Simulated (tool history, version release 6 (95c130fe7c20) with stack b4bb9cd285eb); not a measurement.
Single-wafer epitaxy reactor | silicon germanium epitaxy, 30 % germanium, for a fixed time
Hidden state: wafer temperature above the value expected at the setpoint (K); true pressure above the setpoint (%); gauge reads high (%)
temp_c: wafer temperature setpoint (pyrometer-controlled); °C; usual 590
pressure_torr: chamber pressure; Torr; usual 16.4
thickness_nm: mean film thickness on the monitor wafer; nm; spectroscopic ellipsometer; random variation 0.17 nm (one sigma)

run	hour	temp_c	pressure_torr	wafers since the last listed run	hours since the last pyrometer calibration	hours since the last manometer calibration	hours since the showerhead was replaced	hours since the gauge calibration	read-back reference wafer on the same gauge, thickness_nm	thickness_nm
1	0.0	590	16.4	0	1846.0	657.4	2937.2	132.5	44.321	48.273
2	16.8	590	16.4	386	1862.8	674.2	2954.0	149.3	44.304	48.345
3	34.6	590	16.4	409	1880.6	692.0	2971.8	167.1	44.261	48.366
4	44.4	590	17.3	225	1890.4	701.8	2981.6	176.9	44.324	49.750
5	57.5	590	16.4	301	1903.5	714.9	2994.7	190.0	44.339	48.332
6	92.2	590	16.4	797	1938.2	749.6	3029.4	224.7	44.372	48.544
7	104.4	590	16.4	280	1950.4	761.8	3041.6	236.9	44.301	48.281
8	112.6	590	16.4	188	1958.6	770.0	3049.8	245.1	44.260	48.038
9	123.3	590	16.4	245	1969.3	780.7	3060.5	255.8	44.345	48.303
10	134.8	590	16.4	264	1980.8	792.2	3072.0	267.3	44.351	48.377
# hour 147.3: showerhead replaced
11	147.8	600	19.0	114	1993.8	805.2	0.5	280.3	44.310	63.785
12	157.6	590	16.4	225	2003.6	815.0	10.3	290.1	44.285	48.634
13	165.7	590	16.4	186	2011.7	823.1	18.4	298.2	44.258	48.304
14	195.2	590	16.4	678	2041.2	852.6	47.9	327.7	44.247	48.449
# hour 204.8: capacitance manometer re-zeroed and calibrated
15	205.3	590	14.6	48	2051.3	0.5	58.0	337.8	44.254	44.615
16	219.5	590	14.6	326	2065.5	14.7	72.2	352.0	44.294	44.479
17	227.6	590	13.3	186	2073.6	22.8	80.3	360.1	44.313	42.715
18	244.9	590	18.1	397	2090.9	40.1	97.6	377.4	44.225	49.696
19	256.8	590	12.4	273	2102.8	52.0	109.5	389.3	44.319	41.063
20	266.0	579	14.8	211	2112.0	61.2	118.7	398.5	44.304	35.369
# hour 279.4: pyrometer calibrated
21	279.9	590	16.4	135	0.5	75.1	132.6	412.4	44.269	47.175
22	288.2	590	16.4	190	8.8	83.4	140.9	420.7	44.340	47.650
# hour 289.9: gauge calibrated
23	294.9	590	16.4	154	15.5	90.1	147.6	5.0	44.266	46.985
24	301.0	600	16.4	140	21.6	96.2	153.7	11.1	44.294	58.536
25	308.6	590	18.4	174	29.2	103.8	161.3	18.7	44.303	50.083
26	318.6	578	14.5	229	39.2	113.8	171.3	28.7	44.298	34.287
27	329.9	596	18.5	259	50.5	125.1	182.6	40.0	44.264	56.940
28	347.5	590	16.4	404	68.1	142.7	200.2	57.6	44.307	47.602
29	355.8	590	13.9	190	76.4	151.0	208.5	65.9	44.352	43.540
30	390.7	590	16.4	802	111.3	185.9	243.4	100.8	44.288	47.360
31	397.3	599	12.4	151	117.9	192.5	250.0	107.4	44.397	49.793
32	408.7	590	17.3	262	129.3	203.9	261.4	118.8	44.324	48.715
33	420.7	590	16.4	275	141.3	215.9	273.4	130.8	44.272	47.493
34	435.4	590	12.9	337	156.0	230.6	288.1	145.5	44.248	42.129

Hidden state or all else? Some run-to-run changes of thickness_nm, split into what the settings, what came in and random variation would give without the hidden state, and what is left for the hidden state (with any gauge scatter that isn't in both results):
Run 10 -> 11: temp_c 590 -> 600, pressure_torr 16.4 -> 19.0, showerhead replaced. thickness_nm +15.408 nm: hidden state +0.450, all else +14.958.
Run 11 -> 12: temp_c 600 -> 590, pressure_torr 19.0 -> 16.4. thickness_nm -15.151 nm: hidden state -0.406, all else -14.745.
Run 14 -> 15: pressure_torr 16.4 -> 14.6, capacitance manometer re-zeroed and calibrated. thickness_nm -3.834 nm: hidden state -1.420, all else -2.414.
Run 25 -> 26: temp_c 590 -> 578, pressure_torr 18.4 -> 14.5. thickness_nm -15.796 nm: hidden state -0.049, all else -15.747.
Run 26 -> 27: temp_c 578 -> 596, pressure_torr 14.5 -> 18.5. thickness_nm +22.653 nm: hidden state +0.121, all else +22.532.
